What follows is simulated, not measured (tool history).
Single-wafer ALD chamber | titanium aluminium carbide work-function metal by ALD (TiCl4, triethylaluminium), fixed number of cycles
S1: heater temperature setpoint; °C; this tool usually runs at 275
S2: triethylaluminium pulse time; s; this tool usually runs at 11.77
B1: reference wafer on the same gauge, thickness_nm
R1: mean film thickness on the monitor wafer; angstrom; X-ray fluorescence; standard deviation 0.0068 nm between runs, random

| run | hour | S1 | S2 | B1 | R1 |
|---|---|---|---|---|---|
| 1 | 0 | 279 | 9.74 | 1.992 | 18.56 |
| 2 | 13.9 | 279 | 9.74 | 1.994 | 18.58 |
| 3 | 80.3 | 286 | 11.77 | 1.99 | 19.5 |
| 4 | 96.7 | 275 | 13.49 | 1.992 | 18.91 |
| 5 | 116.8 | 264 | 11.77 | 1.991 | 17.9 |
| 6 | 141.9 | 264 | 11.77 | 1.988 | 17.71 |
| 7 | 154.1 | 275 | 11.77 | 1.99 | 18.7 |
| 8 | 180.7 | 275 | 11.77 | 1.989 | 18.65 |
| 9 | 196.5 | 265 | 15.23 | 1.992 | 18.3 |
| 10 | 209.7 | 265 | 15.23 | 1.988 | 18.21 |
| 11 | 231.1 | 265 | 15.23 | 1.992 | 18.27 |
| 12 | 260.3 | 275 | 11.77 | 1.992 | 18.38 |
|  | 268.5 | thermocouple changed; heater temperature recalibrated |
| 13 | 279.5 | 275 | 11.77 | 1.99 | 18.44 |
| 14 | 295.8 | 288 | 13.19 | 1.989 | 19.78 |
|  | 298.7 | gauge calibrated |
| 15 | 330.1 | 275 | 11.77 | 1.99 | 18.48 |
|  | 348.9 | triethylaluminium bottle replaced |
| 16 | 358.9 | 280 | 13.15 | 1.987 | 19.47 |
| 17 | 375.4 | 275 | 13.72 | 1.99 | 19.25 |
| 18 | 410.3 | 264 | 11.77 | 1.992 | 17.98 |
|  | 431.8 | showerhead replaced, of another model than before |
| 19 | 437 | 275 | 14.67 | 1.989 | 19.23 |
| 20 | 453 | 285 | 15.95 | 1.989 | 19.99 |
| 21 | 476 | 269 | 15.18 | 1.992 | 18.62 |
| 22 | 506.3 | 275 | 11.77 | 1.989 | 18.97 |
| 23 | 536.9 | 286 | 15.26 | 1.991 | 20.18 |
| 24 | 554 | 275 | 11.77 | 1.987 | 19.06 |
| 25 | 581.8 | 275 | 9.52 | 1.994 | 18.77 |
| 26 | 594.4 | 280 | 7.46 | 1.992 | 18.84 |

Alternative continuations, all from the tool just after run 26; predict every row:
| A | 594.8 | 275 | 11.77 | ? | ? |
| B | 594.8 | 268 | 11.77 | ? | ? |
| C | 594.8 | 275 | 15.77 | ? | ? |
| D | 594.8 | 281 | 13.07 | ? | ? |
| E | 594.8 | 263 | 14.84 | ? | ? |

| run | B1 | R1 |
|---|---|---|
| A | 1.988 | 18.98 |
| B | 1.988 | 18.43 |
| C | 1.988 | 19.19 |
| D | 1.988 | 19.55 |
| E | 1.988 | 18.2 |
Without the tool's unlogged condition, the same runs would have read:
| run | R1 |
|---|---|
| A | 19.01 |
| B | 18.46 |
| C | 19.21 |
| D | 19.58 |
| E | 18.22 |

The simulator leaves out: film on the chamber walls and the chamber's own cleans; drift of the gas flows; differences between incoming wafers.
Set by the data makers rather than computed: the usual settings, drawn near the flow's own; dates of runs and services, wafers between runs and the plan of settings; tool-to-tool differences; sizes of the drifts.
